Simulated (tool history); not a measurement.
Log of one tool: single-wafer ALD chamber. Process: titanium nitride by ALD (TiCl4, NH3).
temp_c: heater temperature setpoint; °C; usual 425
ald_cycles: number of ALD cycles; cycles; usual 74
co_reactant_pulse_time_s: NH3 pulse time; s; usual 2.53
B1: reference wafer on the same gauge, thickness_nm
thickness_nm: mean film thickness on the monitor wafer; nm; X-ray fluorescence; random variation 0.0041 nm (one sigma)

run 1 day=0.000 | temp_c=431 ald_cycles=74 co_reactant_pulse_time_s=2.53 | B1=1.761 | thickness_nm=1.621
run 2 day=1.171 | temp_c=425 ald_cycles=74 co_reactant_pulse_time_s=2.53 | B1=1.760 | thickness_nm=1.623
run 3 day=1.962 | temp_c=425 ald_cycles=74 co_reactant_pulse_time_s=2.53 | B1=1.758 | thickness_nm=1.625
run 4 day=2.842 | temp_c=425 ald_cycles=74 co_reactant_pulse_time_s=2.53 | B1=1.758 | thickness_nm=1.617
run 5 day=3.467 | temp_c=425 ald_cycles=74 co_reactant_pulse_time_s=2.53 | B1=1.762 | thickness_nm=1.618
run 6 day=6.433 | temp_c=425 ald_cycles=74 co_reactant_pulse_time_s=2.53 | B1=1.759 | thickness_nm=1.621
run 7 day=7.404 | temp_c=417 ald_cycles=74 co_reactant_pulse_time_s=2.53 | B1=1.758 | thickness_nm=1.613
-- day=10.708 thermocouple changed; heater temperature recalibrated
run 8 day=11.150 | temp_c=425 ald_cycles=74 co_reactant_pulse_time_s=2.28 | B1=1.760 | thickness_nm=1.620
-- day=11.771 showerhead replaced
run 9 day=11.792 | temp_c=425 ald_cycles=74 co_reactant_pulse_time_s=2.53 | B1=1.761 | thickness_nm=1.618
-- day=12.917 gauge calibrated
run 10 day=13.083 | temp_c=425 ald_cycles=74 co_reactant_pulse_time_s=1.92 | B1=1.761 | thickness_nm=1.610
run 11 day=14.417 | temp_c=425 ald_cycles=74 co_reactant_pulse_time_s=2.28 | B1=1.762 | thickness_nm=1.619
run 12 day=15.542 | temp_c=425 ald_cycles=74 co_reactant_pulse_time_s=2.53 | B1=1.761 | thickness_nm=1.622
run 13 day=16.162 | temp_c=429 ald_cycles=78 co_reactant_pulse_time_s=2.53 | B1=1.760 | thickness_nm=1.706
run 14 day=16.750 | temp_c=433 ald_cycles=74 co_reactant_pulse_time_s=2.53 | B1=1.760 | thickness_nm=1.624
run 15 day=17.896 | temp_c=425 ald_cycles=69 co_reactant_pulse_time_s=1.62 | B1=1.760 | thickness_nm=1.505
run 16 day=19.025 | temp_c=425 ald_cycles=69 co_reactant_pulse_time_s=2.85 | B1=1.759 | thickness_nm=1.516
run 17 day=19.958 | temp_c=412 ald_cycles=74 co_reactant_pulse_time_s=1.76 | B1=1.758 | thickness_nm=1.607
run 18 day=21.338 | temp_c=425 ald_cycles=84 co_reactant_pulse_time_s=2.53 | B1=1.762 | thickness_nm=1.837
run 19 day=22.333 | temp_c=414 ald_cycles=61 co_reactant_pulse_time_s=2.53 | B1=1.758 | thickness_nm=1.338

The tool's hidden state at each run:
wafer temperature above the value expected at the setpoint (K): 0 in every run
gauge reads high (%): 0 in every run
